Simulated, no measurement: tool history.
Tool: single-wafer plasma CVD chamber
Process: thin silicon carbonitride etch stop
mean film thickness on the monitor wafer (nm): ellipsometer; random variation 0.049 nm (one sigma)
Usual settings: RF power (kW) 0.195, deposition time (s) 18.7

| run | hour | RF power (kW) | deposition time (s) | wafers since the last listed run | hours since the last thermocouple change | hours since the last RF generator calibration | hours since the showerhead was replaced | hours since the gauge calibration | read-back reference wafer on the same gauge, thickness_nm | mean film thickness on the monitor wafer (nm) |
|---|---|---|---|---|---|---|---|---|---|---|
| 1 | 0 | 0.195 | 18.7 | 0 | 1402.3 | 1617.4 | 5225.6 | 447.2 | 9.79 | 11.236 |
| 2 | 23.6 | 0.195 | 18.7 | 573 | 1425.9 | 1641 | 5249.2 | 470.8 | 9.803 | 11.067 |
| 3 | 29.9 | 0.195 | 18.7 | 153 | 1432.2 | 1647.3 | 5255.5 | 477.1 | 9.802 | 11.11 |
| 4 | 43.2 | 0.18 | 18.7 | 323 | 1445.5 | 1660.6 | 5268.8 | 490.4 | 9.801 | 10.856 |
| 5 | 60.3 | 0.18 | 18.7 | 415 | 1462.6 | 1677.7 | 5285.9 | 507.5 | 9.801 | 10.955 |
| 6 | 75.5 | 0.18 | 18.7 | 369 | 1477.8 | 1692.9 | 5301.1 | 522.7 | 9.791 | 10.842 |
| 7 | 90.7 | 0.195 | 18.7 | 369 | 1493 | 1708.1 | 5316.3 | 537.9 | 9.803 | 11.09 |
| 8 | 123.5 | 0.195 | 18.7 | 796 | 1525.8 | 1740.9 | 5349.1 | 570.7 | 9.791 | 11.162 |
| 9 | 132 | 0.195 | 18.7 | 206 | 1534.3 | 1749.4 | 5357.6 | 579.2 | 9.806 | 11.157 |
| 10 | 146.4 | 0.195 | 16.4 | 349 | 1548.7 | 1763.8 | 5372 | 593.6 | 9.796 | 9.708 |
| 11 | 155.9 | 0.195 | 16.4 | 230 | 1558.2 | 1773.3 | 5381.5 | 603.1 | 9.809 | 9.719 |
| 12 | 168 | 0.195 | 16.4 | 293 | 1570.3 | 1785.4 | 5393.6 | 615.2 | 9.797 | 9.731 |
| 13 | 185.5 | 0.185 | 20.5 | 425 | 1587.8 | 1802.9 | 5411.1 | 632.7 | 9.79 | 12.1 |
| 14 | 201.3 | 0.185 | 20.5 | 383 | 1603.6 | 1818.7 | 5426.9 | 648.5 | 9.797 | 12.019 |
| 15 | 218.8 | 0.165 | 18.7 | 425 | 1621.1 | 1836.2 | 5444.4 | 666 | 9.792 | 10.733 |
| 16 | 233.4 | 0.165 | 18.7 | 354 | 1635.7 | 1850.8 | 5459 | 680.6 | 9.797 | 10.673 |
|  | 243.4 | gauge calibrated |
| 17 | 249.8 | 0.165 | 18.7 | 398 | 1652.1 | 1867.2 | 5475.4 | 6.4 | 9.796 | 10.665 |
| 18 | 260 | 0.195 | 18.7 | 247 | 1662.3 | 1877.4 | 5485.6 | 16.6 | 9.817 | 11.06 |
|  | 278.8 | thermocouple changed; heater temperature recalibrated |
| 19 | 279.3 | 0.195 | 18.7 | 274 | 0.5 | 1896.7 | 5504.9 | 35.9 | 9.811 | 11.203 |
| 20 | 295.5 | 0.18 | 16.3 | 393 | 16.7 | 1912.9 | 5521.1 | 52.1 | 9.817 | 9.555 |
| 21 | 312.8 | 0.165 | 15.5 | 420 | 34 | 1930.2 | 5538.4 | 69.4 | 9.788 | 8.839 |
| 22 | 321.6 | 0.205 | 20.4 | 213 | 42.8 | 1939 | 5547.2 | 78.2 | 9.791 | 12.33 |
| 23 | 337.6 | 0.195 | 18.7 | 388 | 58.8 | 1955 | 5563.2 | 94.2 | 9.799 | 11.151 |
| 24 | 347.5 | 0.195 | 15.1 | 240 | 68.7 | 1964.9 | 5573.1 | 104.1 | 9.824 | 8.932 |
| 25 | 360.7 | 0.195 | 15.5 | 320 | 81.9 | 1978.1 | 5586.3 | 117.3 | 9.792 | 9.244 |
| 26 | 373.5 | 0.195 | 18.7 | 310 | 94.7 | 1990.9 | 5599.1 | 130.1 | 9.784 | 11.096 |
| 27 | 386 | 0.225 | 15.1 | 303 | 107.2 | 2003.4 | 5611.6 | 142.6 | 9.795 | 9.211 |
|  | 395.2 | showerhead replaced |
| 28 | 395.7 | 0.195 | 22.3 | 41 | 116.9 | 2013.1 | 0.5 | 152.3 | 9.82 | 13.327 |
|  | 404.1 | RF generator calibrated |
| 29 | 446.9 | 0.21 | 17.1 | 1049 | 168.1 | 42.8 | 51.7 | 203.5 | 9.809 | 10.371 |
| 30 | 459.4 | 0.23 | 19.9 | 303 | 180.6 | 55.3 | 64.2 | 216 | 9.814 | 12.247 |
| 31 | 475.9 | 0.23 | 20.2 | 400 | 197.1 | 71.8 | 80.7 | 232.5 | 9.801 | 12.502 |
| 32 | 492.2 | 0.17 | 18.7 | 396 | 213.4 | 88.1 | 97 | 248.8 | 9.798 | 10.775 |
| 33 | 501.2 | 0.18 | 16.7 | 218 | 222.4 | 97.1 | 106 | 257.8 | 9.815 | 9.681 |
| 34 | 510.9 | 0.215 | 21.2 | 235 | 232.1 | 106.8 | 115.7 | 267.5 | 9.797 | 12.832 |
| 35 | 527 | 0.17 | 19.7 | 391 | 248.2 | 122.9 | 131.8 | 283.6 | 9.799 | 11.404 |
| 36 | 539.9 | 0.195 | 20.6 | 313 | 261.1 | 135.8 | 144.7 | 296.5 | 9.803 | 12.246 |

Forecast each of these 4 alternatives for the next run:
| A | 540.3 | 0.195 | 18.7 | 9 | 261.5 | 136.2 | 145.1 | 296.9 | ? | ? |
| B | 540.3 | 0.195 | 15.9 | 9 | 261.5 | 136.2 | 145.1 | 296.9 | ? | ? |
| C | 540.3 | 0.16 | 20.8 | 9 | 261.5 | 136.2 | 145.1 | 296.9 | ? | ? |
| D | 540.3 | 0.215 | 16.8 | 9 | 261.5 | 136.2 | 145.1 | 296.9 | ? | ? |

| run | read-back reference wafer on the same gauge, thickness_nm | mean film thickness on the monitor wafer (nm) |
|---|---|---|
| A | 9.806 | 11.108 |
| B | 9.806 | 9.445 |
| C | 9.806 | 11.822 |
| D | 9.806 | 10.207 |
Without the tool's hidden state the same runs would have given:
| run | mean film thickness on the monitor wafer (nm) |
|---|---|
| A | 11.108 |
| B | 9.445 |
| C | 11.822 |
| D | 10.207 |
